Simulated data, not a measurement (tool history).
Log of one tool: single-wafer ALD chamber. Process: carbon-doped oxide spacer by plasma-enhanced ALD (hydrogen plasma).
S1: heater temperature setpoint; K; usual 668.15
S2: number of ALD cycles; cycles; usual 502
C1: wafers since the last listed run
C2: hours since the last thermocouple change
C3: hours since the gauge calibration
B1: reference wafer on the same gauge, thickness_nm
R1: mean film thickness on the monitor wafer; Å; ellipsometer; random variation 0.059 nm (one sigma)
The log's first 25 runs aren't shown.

{"run": 26, "hour": 2135.3, "S1": 662.15, "S2": 578, "C1": 21, "C2": 366.4, "C3": 735.6, "B1": 25.422, "R1": 269.98}
{"run": 27, "hour": 2233.9, "S1": 668.15, "S2": 502, "C1": 50, "C2": 465.0, "C3": 834.2, "B1": 25.402, "R1": 236.22}
{"run": 28, "hour": 2284.8, "S1": 668.15, "S2": 502, "C1": 26, "C2": 515.9, "C3": 885.1, "B1": 25.402, "R1": 236.38}
{"run": 29, "hour": 2588.1, "S1": 668.15, "S2": 502, "C1": 155, "C2": 819.2, "C3": 1188.4, "B1": 25.414, "R1": 235.45}
{"run": 30, "hour": 2653.6, "S1": 683.15, "S2": 431, "C1": 33, "C2": 884.7, "C3": 1253.9, "B1": 25.397, "R1": 196.58}
{"run": 31, "hour": 2700.4, "S1": 657.15, "S2": 576, "C1": 24, "C2": 931.5, "C3": 1300.7, "B1": 25.387, "R1": 269.8}
{"run": 32, "hour": 2762.0, "S1": 668.15, "S2": 591, "C1": 31, "C2": 993.1, "C3": 1362.3, "B1": 25.412, "R1": 278.04}
{"run": 33, "hour": 2832.4, "S1": 668.15, "S2": 502, "C1": 36, "C2": 1063.5, "C3": 1432.7, "B1": 25.401, "R1": 236.58}
{"run": 34, "hour": 2894.1, "S1": 680.15, "S2": 426, "C1": 31, "C2": 1125.2, "C3": 1494.4, "B1": 25.378, "R1": 196.31}
{"run": 35, "hour": 3078.9, "S1": 655.15, "S2": 502, "C1": 94, "C2": 1310.0, "C3": 1679.2, "B1": 25.401, "R1": 235.86}
{"run": 36, "hour": 3177.2, "S1": 680.15, "S2": 449, "C1": 50, "C2": 1408.3, "C3": 1777.5, "B1": 25.396, "R1": 207.17}
{"run": 37, "hour": 3221.8, "S1": 668.15, "S2": 502, "C1": 22, "C2": 1452.9, "C3": 1822.1, "B1": 25.42, "R1": 236.09}
{"run": 38, "hour": 3313.6, "S1": 674.15, "S2": 577, "C1": 47, "C2": 1544.7, "C3": 1913.9, "B1": 25.404, "R1": 271.26}
{"run": 39, "hour": 3353.5, "S1": 679.15, "S2": 597, "C1": 20, "C2": 1584.6, "C3": 1953.8, "B1": 25.406, "R1": 276.97}
{"hour": 3385.0, "done": "thermocouple changed; heater temperature recalibrated"}
{"run": 40, "hour": 3515.9, "S1": 663.15, "S2": 554, "C1": 79, "C2": 130.9, "C3": 2116.2, "B1": 25.41, "R1": 260.49}
{"run": 41, "hour": 3566.1, "S1": 668.15, "S2": 432, "C1": 25, "C2": 181.1, "C3": 2166.4, "B1": 25.383, "R1": 203.25}
{"run": 42, "hour": 3653.4, "S1": 658.15, "S2": 543, "C1": 44, "C2": 268.4, "C3": 2253.7, "B1": 25.39, "R1": 254.99}
{"run": 43, "hour": 3758.9, "S1": 664.15, "S2": 534, "C1": 54, "C2": 373.9, "C3": 2359.2, "B1": 25.406, "R1": 251.39}
{"run": 44, "hour": 3815.4, "S1": 675.15, "S2": 418, "C1": 29, "C2": 430.4, "C3": 2415.7, "B1": 25.403, "R1": 196.74}
{"run": 45, "hour": 3916.5, "S1": 668.15, "S2": 502, "C1": 51, "C2": 531.5, "C3": 2516.8, "B1": 25.395, "R1": 237.15}
{"run": 46, "hour": 4034.1, "S1": 668.15, "S2": 502, "C1": 60, "C2": 649.1, "C3": 2634.4, "B1": 25.397, "R1": 235.03}

Forecast each of these 3 alternatives for the next run:
{"run": "A", "hour": 4035.3, "S1": 679.15, "S2": 502, "C1": 0, "C2": 650.3, "C3": 2635.6, "B1": "?", "R1": "?"}
{"run": "B", "hour": 4035.3, "S1": 658.15, "S2": 454, "C1": 0, "C2": 650.3, "C3": 2635.6, "B1": "?", "R1": "?"}
{"run": "C", "hour": 4035.3, "S1": 656.15, "S2": 475, "C1": 0, "C2": 650.3, "C3": 2635.6, "B1": "?", "R1": "?"}

run=A B1=25.404 R1=232.48
run=B B1=25.404 R1=213.24
run=C B1=25.404 R1=223.10
Without the tool's hidden state the same runs would have given:
run=A R1=232.48
run=B R1=213.24
run=C R1=223.10

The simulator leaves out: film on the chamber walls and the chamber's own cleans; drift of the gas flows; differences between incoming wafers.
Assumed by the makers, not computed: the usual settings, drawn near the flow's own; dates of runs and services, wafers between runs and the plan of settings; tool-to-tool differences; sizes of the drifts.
